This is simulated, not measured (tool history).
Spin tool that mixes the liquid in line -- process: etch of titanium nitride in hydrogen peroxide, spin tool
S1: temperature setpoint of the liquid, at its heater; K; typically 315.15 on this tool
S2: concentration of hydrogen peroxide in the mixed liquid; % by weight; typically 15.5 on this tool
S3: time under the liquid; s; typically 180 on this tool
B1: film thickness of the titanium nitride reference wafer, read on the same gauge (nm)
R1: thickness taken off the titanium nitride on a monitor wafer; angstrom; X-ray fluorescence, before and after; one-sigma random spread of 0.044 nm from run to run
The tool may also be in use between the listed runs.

run 1 hour=0 | S1=315.15 S2=15.5 S3=180 | B1=110.022 | R1=41.24
run 2 hour=37.9 | S1=315.15 S2=15.5 S3=180 | B1=109.978 | R1=40.49
run 3 hour=102.9 | S1=323.15 S2=15.5 S3=180 | B1=110.004 | R1=72.51
run 4 hour=147.8 | S1=315.15 S2=17 S3=180 | B1=110.024 | R1=40.37
run 5 hour=208.4 | S1=315.15 S2=17 S3=180 | B1=110.023 | R1=39.65
run 6 hour=232.8 | S1=315.15 S2=17 S3=180 | B1=109.988 | R1=38.67
run 7 hour=267.8 | S1=315.15 S2=15.5 S3=210 | B1=110.048 | R1=45.59
run 8 hour=339.6 | S1=315.15 S2=15.5 S3=210 | B1=109.978 | R1=43.81
run 9 hour=397.2 | S1=324.15 S2=12.5 S3=75 | B1=109.987 | R1=29.22
run 10 hour=457.1 | S1=318.15 S2=15.5 S3=280 | B1=109.972 | R1=72.26
run 11 hour=630.9 | S1=323.15 S2=15.5 S3=180 | B1=110.012 | R1=64.27
run 12 hour=686 | S1=315.15 S2=12 S3=225 | B1=109.982 | R1=41
-- hour=698.2 new drum of peroxide connected
-- hour=702.6 thermometer replaced
-- hour=706.3 heated supply line repaired
run 13 hour=728.7 | S1=307.15 S2=13 S3=215 | B1=110.004 | R1=27.19
-- hour=735.3 peroxide flow meter replaced
-- hour=735.5 gauge calibrated
run 14 hour=784.4 | S1=315.15 S2=15.5 S3=180 | B1=109.992 | R1=43.13
run 15 hour=853 | S1=323.65 S2=15.5 S3=180 | B1=110.004 | R1=79.6
run 16 hour=917 | S1=315.15 S2=15.5 S3=180 | B1=110.002 | R1=41.58
run 17 hour=987.3 | S1=315.15 S2=17 S3=290 | B1=109.979 | R1=68.23

Some steps in R1, run to run, broken into two amounts with sign: the step expected even without the hidden condition (settings, incoming material, random variation), and the rest, left for the hidden condition together with whatever gauge scatter is not in both the measured and the hidden-condition-free result:
Hidden conditions of the tool in this case: liquid colder than its thermometer reads (K); peroxide flow above the setpoint (%); temperature lost on the way to the wafer (K); peroxide weaker than its label (%); gauge reads high (%).
Run 9 -> 10: S1 324.15 -> 318.15, S2 12.5 -> 15.5, S3 75 -> 280. R1 +43.04 angstrom: hidden state -10.61, all else +53.65.
Run 12 -> 13: S1 315.15 -> 307.15, S2 12 -> 13, S3 225 -> 215, new drum of peroxide connected, thermometer replaced, heated supply line repaired. R1 -13.81 angstrom: hidden state +11.69, all else -25.5.

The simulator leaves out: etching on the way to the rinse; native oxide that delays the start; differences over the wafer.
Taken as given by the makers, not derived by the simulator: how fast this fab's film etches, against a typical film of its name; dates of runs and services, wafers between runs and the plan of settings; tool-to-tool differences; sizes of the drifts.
